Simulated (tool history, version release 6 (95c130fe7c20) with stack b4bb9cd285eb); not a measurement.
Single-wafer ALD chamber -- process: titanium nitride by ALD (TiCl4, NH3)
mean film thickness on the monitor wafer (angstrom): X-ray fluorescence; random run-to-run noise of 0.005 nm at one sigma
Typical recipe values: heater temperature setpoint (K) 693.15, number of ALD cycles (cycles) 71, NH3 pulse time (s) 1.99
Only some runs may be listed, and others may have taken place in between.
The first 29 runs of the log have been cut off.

| run | hour | heater temperature setpoint (K) | number of ALD cycles (cycles) | NH3 pulse time (s) | wafers since the last listed run | hours since the last thermocouple change | hours since the showerhead was replaced | hours since the gauge calibration | read-back reference wafer on the same gauge, thickness_nm | mean film thickness on the monitor wafer (angstrom) |
|---|---|---|---|---|---|---|---|---|---|---|
| 30 | 772.9 | 702.15 | 71 | 1.46 | 47 | 94.4 | 55.7 | 302.4 | 1.602 | 15.19 |
| 31 | 800.0 | 693.15 | 71 | 1.31 | 61 | 121.5 | 82.8 | 329.5 | 1.597 | 15.04 |
| 32 | 819.5 | 705.15 | 71 | 1.99 | 44 | 141.0 | 102.3 | 349.0 | 1.597 | 15.25 |
| 33 | 849.9 | 693.15 | 71 | 1.99 | 68 | 171.4 | 132.7 | 379.4 | 1.594 | 15.15 |
| 34 | 876.4 | 693.15 | 71 | 1.99 | 60 | 197.9 | 159.2 | 405.9 | 1.593 | 15.18 |
| 35 | 910.2 | 682.15 | 71 | 1.25 | 76 | 231.7 | 193.0 | 439.7 | 1.588 | 14.79 |
| 36 | 929.0 | 693.15 | 71 | 1.99 | 42 | 250.5 | 211.8 | 458.5 | 1.584 | 15.13 |
| 37 | 947.9 | 693.15 | 75 | 1.99 | 42 | 269.4 | 230.7 | 477.4 | 1.584 | 15.94 |
| 38 | 973.9 | 708.15 | 78 | 1.39 | 58 | 295.4 | 256.7 | 503.4 | 1.580 | 16.50 |
| 39 | 1002.4 | 689.15 | 58 | 1.68 | 64 | 323.9 | 285.2 | 531.9 | 1.580 | 12.24 |

Below are 5 alternative next runs, each starting from the tool's condition after run 39. Predict each:
| A | 1003.0 | 693.15 | 71 | 1.99 | 1 | 324.5 | 285.8 | 532.5 | ? | ? |
| B | 1003.0 | 700.15 | 62 | 2.69 | 1 | 324.5 | 285.8 | 532.5 | ? | ? |
| C | 1003.0 | 681.15 | 79 | 1.57 | 1 | 324.5 | 285.8 | 532.5 | ? | ? |
| D | 1003.0 | 707.15 | 84 | 1.99 | 1 | 324.5 | 285.8 | 532.5 | ? | ? |
| E | 1003.0 | 704.15 | 60 | 2.69 | 1 | 324.5 | 285.8 | 532.5 | ? | ? |

| run | read-back reference wafer on the same gauge, thickness_nm | mean film thickness on the monitor wafer (angstrom) |
|---|---|---|
| A | 1.578 | 15.06 |
| B | 1.578 | 13.27 |
| C | 1.578 | 16.51 |
| D | 1.578 | 17.85 |
| E | 1.578 | 12.84 |
Without the tool's unlogged condition, the same runs would have read:
| run | mean film thickness on the monitor wafer (angstrom) |
|---|---|
| A | 15.36 |
| B | 13.53 |
| C | 16.84 |
| D | 18.20 |
| E | 13.09 |
